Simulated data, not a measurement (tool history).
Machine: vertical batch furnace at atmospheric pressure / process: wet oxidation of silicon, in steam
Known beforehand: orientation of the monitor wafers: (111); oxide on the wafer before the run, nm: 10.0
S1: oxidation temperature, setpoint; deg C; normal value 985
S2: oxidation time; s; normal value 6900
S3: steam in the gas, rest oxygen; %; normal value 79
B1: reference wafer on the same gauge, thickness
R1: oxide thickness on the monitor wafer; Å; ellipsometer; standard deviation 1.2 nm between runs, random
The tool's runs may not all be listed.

{"run": 1, "hour": 0.0, "S1": 985, "S2": 8880, "S3": 79, "B1": 633.95, "R1": 6480.8}
{"run": 2, "hour": 12.6, "S1": 985, "S2": 8880, "S3": 79, "B1": 633.89, "R1": 6489.6}
{"run": 3, "hour": 28.3, "S1": 994, "S2": 6900, "S3": 79, "B1": 634.02, "R1": 5847.5}
{"run": 4, "hour": 36.6, "S1": 985, "S2": 6900, "S3": 79, "B1": 633.98, "R1": 5567.7}
{"run": 5, "hour": 51.3, "S1": 985, "S2": 6900, "S3": 79, "B1": 633.89, "R1": 5548.5}
{"run": 6, "hour": 61.1, "S1": 985, "S2": 6900, "S3": 79, "B1": 634.1, "R1": 5593.5}
{"run": 7, "hour": 80.2, "S1": 985, "S2": 5460, "S3": 79, "B1": 634.03, "R1": 4839.9}
{"run": 8, "hour": 87.6, "S1": 985, "S2": 6900, "S3": 75, "B1": 634.01, "R1": 5402.6}
{"run": 9, "hour": 101.9, "S1": 985, "S2": 6900, "S3": 75, "B1": 634.14, "R1": 5422.8}
{"run": 10, "hour": 117.1, "S1": 985, "S2": 6900, "S3": 75, "B1": 634.11, "R1": 5375.7}
{"run": 11, "hour": 127.7, "S1": 985, "S2": 6900, "S3": 79, "B1": 633.88, "R1": 5578.3}
{"run": 12, "hour": 147.0, "S1": 985, "S2": 6900, "S3": 79, "B1": 633.73, "R1": 5563.2}
{"run": 13, "hour": 160.6, "S1": 985, "S2": 6900, "S3": 79, "B1": 634.03, "R1": 5566.3}
{"hour": 191.2, "done": "thermocouples replaced and temperature profile calibrated"}
{"run": 14, "hour": 191.7, "S1": 985, "S2": 6900, "S3": 79, "B1": 634.03, "R1": 5574.4}
{"run": 15, "hour": 203.5, "S1": 985, "S2": 6900, "S3": 79, "B1": 634.05, "R1": 5555.4}
{"run": 16, "hour": 223.0, "S1": 985, "S2": 6900, "S3": 79, "B1": 634, "R1": 5554.9}
{"run": 17, "hour": 232.5, "S1": 985, "S2": 6900, "S3": 79, "B1": 634.15, "R1": 5560}
{"run": 18, "hour": 250.1, "S1": 985, "S2": 6900, "S3": 86, "B1": 634.03, "R1": 5841.3}
{"run": 19, "hour": 261.7, "S1": 1002, "S2": 8160, "S3": 83, "B1": 634.02, "R1": 6866.4}
{"hour": 296.8, "done": "steam generator serviced"}
{"run": 20, "hour": 297.3, "S1": 997, "S2": 4500, "S3": 87, "B1": 633.96, "R1": 4762.9}
{"run": 21, "hour": 302.3, "S1": 999, "S2": 6900, "S3": 72, "B1": 634.29, "R1": 5528}
{"run": 22, "hour": 307.4, "S1": 963, "S2": 8820, "S3": 79, "B1": 634.15, "R1": 5562.5}
{"hour": 309.7, "done": "gauge calibrated"}
{"run": 23, "hour": 326.6, "S1": 993, "S2": 4350, "S3": 79, "B1": 633.85, "R1": 4290.6}
{"run": 24, "hour": 349.5, "S1": 985, "S2": 6900, "S3": 79, "B1": 634.29, "R1": 5449.2}
{"run": 25, "hour": 356.9, "S1": 985, "S2": 8880, "S3": 79, "B1": 634.17, "R1": 6335.5}
{"run": 26, "hour": 365.1, "S1": 985, "S2": 5310, "S3": 85, "B1": 634.07, "R1": 4831.5}
{"hour": 403.5, "done": "steam generator serviced, repeated, since the last time left the tool worse"}
{"run": 27, "hour": 404.0, "S1": 993, "S2": 9930, "S3": 79, "B1": 634.03, "R1": 7499}
{"run": 28, "hour": 409.0, "S1": 985, "S2": 10260, "S3": 79, "B1": 633.98, "R1": 7323.6}
{"run": 29, "hour": 420.9, "S1": 985, "S2": 6900, "S3": 79, "B1": 634.1, "R1": 5768}
{"run": 30, "hour": 438.3, "S1": 963, "S2": 8820, "S3": 79, "B1": 633.82, "R1": 5929.2}
{"run": 31, "hour": 458.9, "S1": 969, "S2": 4860, "S3": 90, "B1": 634.09, "R1": 4594.1}
{"run": 32, "hour": 475.6, "S1": 985, "S2": 9960, "S3": 79, "B1": 634.09, "R1": 7207}
{"run": 33, "hour": 492.7, "S1": 960, "S2": 10110, "S3": 74, "B1": 633.94, "R1": 6095.6}
{"run": 34, "hour": 500.4, "S1": 992, "S2": 4800, "S3": 84, "B1": 633.83, "R1": 4992.9}
{"run": 35, "hour": 545.6, "S1": 985, "S2": 6900, "S3": 79, "B1": 634.12, "R1": 5758.3}
{"run": 36, "hour": 556.6, "S1": 1004, "S2": 4290, "S3": 67, "B1": 634.1, "R1": 4333}
{"run": 37, "hour": 574.3, "S1": 977, "S2": 3780, "S3": 86, "B1": 633.94, "R1": 3992.1}

Consider 5 possible next runs. They are alternatives, not a sequence: every one starts from the tool as it was left by run 37. What does each give?
{"run": "A", "hour": 579.4, "S1": 985, "S2": 6900, "S3": 79, "B1": "?", "R1": "?"}
{"run": "B", "hour": 579.4, "S1": 985, "S2": 6900, "S3": 72, "B1": "?", "R1": "?"}
{"run": "C", "hour": 579.4, "S1": 1002, "S2": 6900, "S3": 79, "B1": "?", "R1": "?"}
{"run": "D", "hour": 579.4, "S1": 992, "S2": 6900, "S3": 79, "B1": "?", "R1": "?"}
{"run": "E", "hour": 579.4, "S1": 985, "S2": 6900, "S3": 71, "B1": "?", "R1": "?"}

run=A B1=633.99 R1=5797.6
run=B B1=633.99 R1=5479.7
run=C B1=633.99 R1=6329.7
run=D B1=633.99 R1=6017.5
run=E B1=633.99 R1=5433.1
What these runs would have given with no unlogged condition in the tool:
run=A R1=5823.6
run=B R1=5504.5
run=C R1=6357.3
run=D R1=6044.2
run=E R1=5457.7
